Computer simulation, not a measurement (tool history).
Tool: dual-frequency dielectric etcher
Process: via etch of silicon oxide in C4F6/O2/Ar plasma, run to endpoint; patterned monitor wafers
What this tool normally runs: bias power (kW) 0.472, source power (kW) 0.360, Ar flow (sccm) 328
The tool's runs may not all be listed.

| run | day | bias power (kW) | source power (kW) | Ar flow (sccm) | wafers since the last listed run | hours since the last wet clean | hours since the last bias power generator calibration | hours since the last source power generator calibration | hours since the last Ar flow controller change | hours since the last upper electrode change | incoming incoming film thickness, nm | endpoint time (s) |
|---|---|---|---|---|---|---|---|---|---|---|---|---|
| 1 | 0.000 | 0.472 | 0.360 | 355 | 0 | 124.3 | 2769.5 | 3162.4 | 3847.7 | 5604.2 | 130.2 | 29.9 |
| 2 | 1.162 | 0.472 | 0.360 | 328 | 246 | 152.2 | 2797.4 | 3190.3 | 3875.6 | 5632.1 | 131.1 | 29.7 |
| 3 | 1.783 | 0.472 | 0.360 | 328 | 131 | 167.1 | 2812.3 | 3205.2 | 3890.5 | 5647.0 | 129.5 | 29.5 |
| 4 | 3.075 | 0.472 | 0.360 | 328 | 273 | 198.1 | 2843.3 | 3236.2 | 3921.5 | 5678.0 | 130.2 | 29.7 |
| 5 | 3.683 | 0.472 | 0.360 | 328 | 128 | 212.7 | 2857.9 | 3250.8 | 3936.1 | 5692.6 | 129.2 | 29.3 |
| 6 | 4.388 | 0.472 | 0.360 | 328 | 149 | 229.6 | 2874.8 | 3267.7 | 3953.0 | 5709.5 | 130.9 | 29.7 |
| 7 | 5.800 | 0.448 | 0.360 | 391 | 298 | 263.5 | 2908.7 | 3301.6 | 3986.9 | 5743.4 | 130.1 | 31.4 |
| 8 | 7.071 | 0.448 | 0.360 | 391 | 268 | 294.0 | 2939.2 | 3332.1 | 4017.4 | 5773.9 | 130.0 | 31.5 |
| 9 | 8.546 | 0.448 | 0.360 | 391 | 312 | 329.4 | 2974.6 | 3367.5 | 4052.8 | 5809.3 | 129.4 | 31.4 |
|  | 10.550 | Ar flow controller replaced |
|  | 12.083 | bias power generator calibrated |
|  | 12.871 | wet clean of the chamber |
| 10 | 12.892 | 0.472 | 0.360 | 293 | 664 | 0.5 | 19.4 | 3471.8 | 56.2 | 5913.6 | 130.1 | 27.8 |
| 11 | 13.862 | 0.472 | 0.360 | 293 | 205 | 23.8 | 42.7 | 3495.1 | 79.5 | 5936.9 | 130.2 | 27.8 |
| 12 | 14.725 | 0.472 | 0.360 | 293 | 182 | 44.5 | 63.4 | 3515.8 | 100.2 | 5957.6 | 130.3 | 27.8 |
|  | 16.033 | source power generator calibrated |
| 13 | 16.054 | 0.472 | 0.360 | 328 | 246 | 76.4 | 95.3 | 0.5 | 132.1 | 5989.5 | 129.3 | 28.3 |
|  | 18.000 | wet clean of the chamber, repeated, since the last time left the tool worse |
| 14 | 18.021 | 0.472 | 0.360 | 328 | 204 | 0.5 | 142.5 | 47.7 | 179.3 | 6036.7 | 130.4 | 29.3 |
| 15 | 18.633 | 0.566 | 0.280 | 350 | 129 | 15.2 | 157.2 | 62.4 | 194.0 | 6051.4 | 129.9 | 29.1 |
| 16 | 19.517 | 0.408 | 0.310 | 259 | 186 | 36.4 | 178.4 | 83.6 | 215.2 | 6072.6 | 130.3 | 32.1 |
| 17 | 20.638 | 0.472 | 0.360 | 328 | 237 | 63.3 | 205.3 | 110.5 | 242.1 | 6099.5 | 130.0 | 29.2 |
| 18 | 22.017 | 0.472 | 0.360 | 328 | 291 | 96.4 | 238.4 | 143.6 | 275.2 | 6132.6 | 130.2 | 29.4 |
|  | 23.312 | upper electrode replaced |
| 19 | 23.333 | 0.512 | 0.410 | 328 | 67 | 128.0 | 270.0 | 175.2 | 306.8 | 0.5 | 130.4 | 27.0 |
| 20 | 23.617 | 0.472 | 0.360 | 328 | 59 | 134.8 | 276.8 | 182.0 | 313.6 | 7.3 | 130.8 | 29.5 |
| 21 | 24.329 | 0.472 | 0.360 | 328 | 150 | 151.9 | 293.9 | 199.1 | 330.7 | 24.4 | 130.5 | 29.6 |
| 22 | 25.571 | 0.530 | 0.360 | 306 | 262 | 181.7 | 323.7 | 228.9 | 360.5 | 54.2 | 130.7 | 27.5 |
| 23 | 26.250 | 0.472 | 0.360 | 306 | 143 | 198.0 | 340.0 | 245.2 | 376.8 | 70.5 | 129.6 | 29.1 |
| 24 | 27.212 | 0.472 | 0.300 | 328 | 203 | 221.1 | 363.1 | 268.3 | 399.9 | 93.6 | 130.5 | 31.4 |
| 25 | 28.100 | 0.472 | 0.400 | 328 | 187 | 242.4 | 384.4 | 289.6 | 421.2 | 114.9 | 129.6 | 28.3 |
| 26 | 29.504 | 0.472 | 0.360 | 328 | 297 | 276.1 | 418.1 | 323.3 | 454.9 | 148.6 | 130.0 | 29.6 |
| 27 | 30.783 | 0.448 | 0.360 | 391 | 270 | 306.8 | 448.8 | 354.0 | 485.6 | 179.3 | 129.6 | 31.2 |
| 28 | 34.108 | 0.545 | 0.420 | 304 | 703 | 386.6 | 528.6 | 433.8 | 565.4 | 259.1 | 129.2 | 25.8 |
| 29 | 34.675 | 0.581 | 0.450 | 399 | 119 | 400.2 | 542.2 | 447.4 | 579.0 | 272.7 | 130.1 | 25.6 |

Each row is a separate what-if for the run after 29, all from the same tool condition, not one after another. Results?
| A | 34.692 | 0.472 | 0.410 | 328 | 3 | 400.6 | 542.6 | 447.8 | 579.4 | 273.1 | 130.5 | ? |
| B | 34.692 | 0.472 | 0.440 | 328 | 3 | 400.6 | 542.6 | 447.8 | 579.4 | 273.1 | 130.5 | ? |
| C | 34.692 | 0.472 | 0.450 | 328 | 3 | 400.6 | 542.6 | 447.8 | 579.4 | 273.1 | 130.5 | ? |
| D | 34.692 | 0.472 | 0.420 | 328 | 3 | 400.6 | 542.6 | 447.8 | 579.4 | 273.1 | 130.5 | ? |

| run | endpoint time (s) |
|---|---|
| A | 28.5 |
| B | 27.9 |
| C | 27.7 |
| D | 28.3 |
What these runs would have given with no unlogged condition in the tool:
| run | endpoint time (s) |
|---|---|
| A | 28.1 |
| B | 27.4 |
| C | 27.2 |
| D | 27.8 |
